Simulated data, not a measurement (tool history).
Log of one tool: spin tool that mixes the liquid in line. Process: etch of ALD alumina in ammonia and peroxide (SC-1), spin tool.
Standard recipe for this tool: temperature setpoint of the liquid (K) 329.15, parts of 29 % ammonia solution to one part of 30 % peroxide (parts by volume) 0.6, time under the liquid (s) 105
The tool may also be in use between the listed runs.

run    hour  temperature setpoint of the liquid (K)  parts of 29 % ammonia solution to one part of 30 % peroxide (parts by volume)  time under the liquid (s)  read-back film thickness of the ALD alumina reference wafer, read on the same gauge (nm)  thickness taken off the ALD alumina on a monitor wafer (angstrom)
  1       0                                  329.15                                                                            0.6                        105                                                                                    139.97                                                                 90
       23.4  -- ammonia flow meter replaced
  2    42.7                                  329.15                                                                            0.6                        105                                                                                    139.99                                                               92.4
  3    89.7                                  333.65                                                                            0.6                        105                                                                                    139.99                                                              113.7
      113.1  -- heated supply line repaired
  4   147.6                                  333.65                                                                            0.6                        105                                                                                    140.03                                                              116.2
  5   218.2                                  333.65                                                                            0.6                        105                                                                                    139.99                                                              117.8
  6   272.4                                  329.15                                                                            0.6                        105                                                                                       140                                                               91.9
  7   302.5                                  325.15                                                                           0.45                        145                                                                                    139.99                                                              101.6
      322.1  -- new drum of ammonia solution connected
      330.4  -- gauge calibrated
  8   372.9                                  336.15                                                                           0.85                        105                                                                                    139.95                                                              137.8
  9   409.9                                  329.15                                                                           0.45                        130                                                                                    140.01                                                              114.4
      449.3  -- thermometer replaced
 10   481.9                                  329.15                                                                            0.6                        105                                                                                    140.06                                                               89.2
 11   516.5                                  321.15                                                                            0.7                         85                                                                                       140                                                               46.9
 12   572.7                                  325.15                                                                            0.9                        125                                                                                    139.99                                                                 89
      633.2  -- new drum of ammonia solution connected
 13   643.4                                  336.15                                                                            0.9                         55                                                                                    139.97                                                               68.1
 14   668.5                                  321.15                                                                            0.6                         65                                                                                    140.05                                                                 35
 15   736.3                                  329.15                                                                            0.4                         55                                                                                    139.99                                                               45.3
      758.5  -- heated supply line repaired
 16   768.6                                  337.15                                                                            0.4                        165                                                                                    140.01                                                              201.6
 17   794.7                                  325.15                                                                            0.6                        170                                                                                    139.99                                                              116.5
 18   824.6                                  329.15                                                                            0.6                        105                                                                                    140.04                                                               88.5
 19     890                                  323.15                                                                            0.6                        155                                                                                       140                                                               97.4
 20     923                                  323.65                                                                           0.35                         65                                                                                    139.99                                                               39.9
 21   967.8                                  336.15                                                                           0.75                        105                                                                                    140.01                                                              132.6
     1006.8  -- new drum of ammonia solution connected
 22  1021.7                                  336.15                                                                           0.75                         60                                                                                    140.03                                                               76.9
 23  1052.7                                  322.65                                                                            0.6                        105                                                                                    140.01                                                               65.4
 24  1115.7                                  329.15                                                                            0.6                        105                                                                                    139.96                                                               92.3

Below are 5 alternative next runs, each starting from the tool's condition after run 24. Predict each:
  A  1116.1                                  338.15                                                                            0.6                        105                                                                                         ?                                                                  ?
  B  1116.1                                  323.65                                                                           0.45                        155                                                                                         ?                                                                  ?
  C  1116.1                                  329.15                                                                            0.4                         80                                                                                         ?                                                                  ?
  D  1116.1                                  332.15                                                                            0.5                        140                                                                                         ?                                                                  ?
  E  1116.1                                  329.15                                                                            0.6                         85                                                                                         ?                                                                  ?

run  read-back film thickness of the ALD alumina reference wafer, read on the same gauge (nm)  thickness taken off the ALD alumina on a monitor wafer (angstrom)
  A                                                                                    139.99                                                              142.4
  B                                                                                    139.99                                                               96.5
  C                                                                                    139.99                                                               66.1
  D                                                                                    139.99                                                                138
  E                                                                                    139.99                                                                 73
Without the tool's unlogged condition, the same runs would have read:
run  thickness taken off the ALD alumina on a monitor wafer (angstrom)
  A                                                              135.3
  B                                                               91.2
  C                                                               62.6
  D                                                              130.8
  E                                                               69.1
